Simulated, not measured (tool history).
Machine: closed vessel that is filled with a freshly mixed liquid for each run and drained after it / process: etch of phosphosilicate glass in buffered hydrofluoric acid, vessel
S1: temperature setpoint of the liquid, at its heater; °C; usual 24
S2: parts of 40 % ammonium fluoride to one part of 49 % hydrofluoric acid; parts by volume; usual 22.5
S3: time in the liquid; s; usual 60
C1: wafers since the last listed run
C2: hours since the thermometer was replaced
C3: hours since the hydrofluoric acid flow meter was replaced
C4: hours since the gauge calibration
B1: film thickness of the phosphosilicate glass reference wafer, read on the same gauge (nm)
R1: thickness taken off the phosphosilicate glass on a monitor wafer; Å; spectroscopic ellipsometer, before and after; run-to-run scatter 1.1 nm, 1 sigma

Run 1, hour 0: usual settings; C1 0; C2 2578.1; C3 378.9; C4 678.7; B1 90. Result: R1 2954.4 Å.
Run 2, hour 15: usual settings but S2 25 parts by volume, S3 70 s; C1 1743; C2 2593.1; C3 393.9; C4 693.7; B1 90.03. Result: R1 3197.2 Å.
Run 3, hour 24.2: usual settings but S2 25 parts by volume, S3 70 s; C1 1069; C2 2602.3; C3 403.1; C4 702.9; B1 89.99. Result: R1 3219.8 Å.
Run 4, hour 41: usual settings but S2 25 parts by volume, S3 70 s; C1 1952; C2 2619.1; C3 419.9; C4 719.7; B1 90.01. Result: R1 3226.9 Å.
At hour 51.1: gauge calibrated.
Run 5, hour 85.1: usual settings but S2 20.5 parts by volume; C1 5125; C2 2663.2; C3 464; C4 34; B1 89.98. Result: R1 3175.4 Å.
Run 6, hour 91.9: usual settings but S2 20.5 parts by volume; C1 790; C2 2670; C3 470.8; C4 40.8; B1 90.01. Result: R1 3131.9 Å.
At hour 96.1: thermometer replaced.
Run 7, hour 106.2: usual settings but S2 20.5 parts by volume; C1 1545; C2 10.1; C3 485.1; C4 55.1; B1 89.99. Result: R1 2806 Å.
Run 8, hour 112.6: usual settings; C1 743; C2 16.5; C3 491.5; C4 61.5; B1 89.99. Result: R1 2629.4 Å.
Run 9, hour 124.9: usual settings; C1 1429; C2 28.8; C3 503.8; C4 73.8; B1 90. Result: R1 2607.9 Å.
Run 10, hour 133.5: usual settings but S1 29 °C; C1 999; C2 37.4; C3 512.4; C4 82.4; B1 90.01. Result: R1 3430.8 Å.
Run 11, hour 144: usual settings but S2 20.5 parts by volume; C1 1220; C2 47.9; C3 522.9; C4 92.9; B1 90.01. Result: R1 2797.5 Å.
Run 12, hour 154.5: usual settings; C1 1220; C2 58.4; C3 533.4; C4 103.4; B1 89.99. Result: R1 2637.3 Å.
Run 13, hour 167.2: usual settings but S1 26.5 °C, S2 26 parts by volume, S3 85 s; C1 1476; C2 71.1; C3 546.1; C4 116.1; B1 90.01. Result: R1 3863.8 Å.
Run 14, hour 184.3: usual settings but S1 26 °C, S2 27.5 parts by volume, S3 50 s; C1 1987; C2 88.2; C3 563.2; C4 133.2; B1 90.01. Result: R1 2130 Å.
Run 15, hour 200.3: usual settings but S2 25 parts by volume, S3 70 s; C1 1859; C2 104.2; C3 579.2; C4 149.2; B1 90. Result: R1 2866 Å.
Run 16, hour 217.7: usual settings but S1 22.5 °C, S2 19.5 parts by volume, S3 75 s; C1 2022; C2 121.6; C3 596.6; C4 166.6; B1 89.98. Result: R1 3406.6 Å.
Run 17, hour 229.2: usual settings but S1 19.5 °C, S3 70 s; C1 1336; C2 133.1; C3 608.1; C4 178.1; B1 90.02. Result: R1 2387.2 Å.
Run 18, hour 238.5: usual settings but S1 25.5 °C; C1 1080; C2 142.4; C3 617.4; C4 187.4; B1 89.99. Result: R1 2851.9 Å.
At hour 253.4: hydrofluoric acid flow meter replaced.
Run 19, hour 256.4: usual settings but S2 16 parts by volume, S3 40 s; C1 1964; C2 160.3; C3 3; C4 205.3; B1 90. Result: R1 2369.2 Å.
Run 20, hour 264.4: usual settings; C1 929; C2 168.3; C3 11; C4 213.3; B1 90.02. Result: R1 2639.3 Å.
Run 21, hour 282.3: usual settings but S2 30 parts by volume; C1 2080; C2 186.2; C3 28.9; C4 231.2; B1 90. Result: R1 2158.2 Å.
Run 22, hour 293.1: usual settings but S1 27 °C, S2 29 parts by volume, S3 30 s; C1 1255; C2 197; C3 39.7; C4 242; B1 90.01. Result: R1 1308.3 Å.
Run 23, hour 305.8: usual settings but S1 20 °C, S2 16 parts by volume, S3 30 s; C1 1476; C2 209.7; C3 52.4; C4 254.7; B1 89.98. Result: R1 1434.7 Å.
Run 24, hour 317.1: usual settings but S1 25.5 °C; C1 1313; C2 221; C3 63.7; C4 266; B1 90. Result: R1 2872.7 Å.
Run 25, hour 333.6: usual settings but S2 15.5 parts by volume; C1 1917; C2 237.5; C3 80.2; C4 282.5; B1 90. Result: R1 3712.1 Å.
Run 26, hour 342: usual settings but S2 17 parts by volume, S3 75 s; C1 976; C2 245.9; C3 88.6; C4 290.9; B1 90. Result: R1 4206 Å.
Run 27, hour 356.9: usual settings but S1 21.5 °C, S2 27.5 parts by volume, S3 80 s; C1 1731; C2 260.8; C3 103.5; C4 305.8; B1 90.01. Result: R1 2694.9 Å.
Run 28, hour 373.7: usual settings but S1 27.5 °C, S3 45 s; C1 1952; C2 277.6; C3 120.3; C4 322.6; B1 90.02. Result: R1 2406.9 Å.
Run 29, hour 384.3: usual settings; C1 1231; C2 288.2; C3 130.9; C4 333.2; B1 89.98. Result: R1 2678.4 Å.
Run 30, hour 395.5: usual settings; C1 1301; C2 299.4; C3 142.1; C4 344.4; B1 89.99. Result: R1 2666 Å.
Run 31, hour 404.9: usual settings but S3 50 s; C1 1092; C2 308.8; C3 151.5; C4 353.8; B1 90.01. Result: R1 2224.6 Å.
Run 32, hour 422: usual settings but S2 19 parts by volume, S3 45 s; C1 1987; C2 325.9; C3 168.6; C4 370.9; B1 90.01. Result: R1 2268.6 Å.
Run 33, hour 439.1: usual settings but S1 27.5 °C, S2 15 parts by volume, S3 80 s; C1 1987; C2 343; C3 185.7; C4 388; B1 90.01. Result: R1 6177.1 Å.

Alternative continuations, all from the tool just after run 33; predict every row:
Run A, hour 439.8: usual settings but S2 27.5 parts by volume; C1 81; C2 343.7; C3 186.4; C4 388.7; B1 ?. Result: R1 ?.
Run B, hour 439.8: usual settings but S2 27 parts by volume; C1 81; C2 343.7; C3 186.4; C4 388.7; B1 ?. Result: R1 ?.
Run C, hour 439.8: usual settings but S1 20 °C, S2 30 parts by volume, S3 80 s; C1 81; C2 343.7; C3 186.4; C4 388.7; B1 ?. Result: R1 ?.

run     B1      R1
  A  90.02  2327.6
  B  90.02  2357.2
  C  90.02  2341.8
The same runs, with their run-to-run variation unchanged, on a tool lacking any hidden condition would have given:
run      R1
  A  2228.9
  B  2257.3
  C    2240
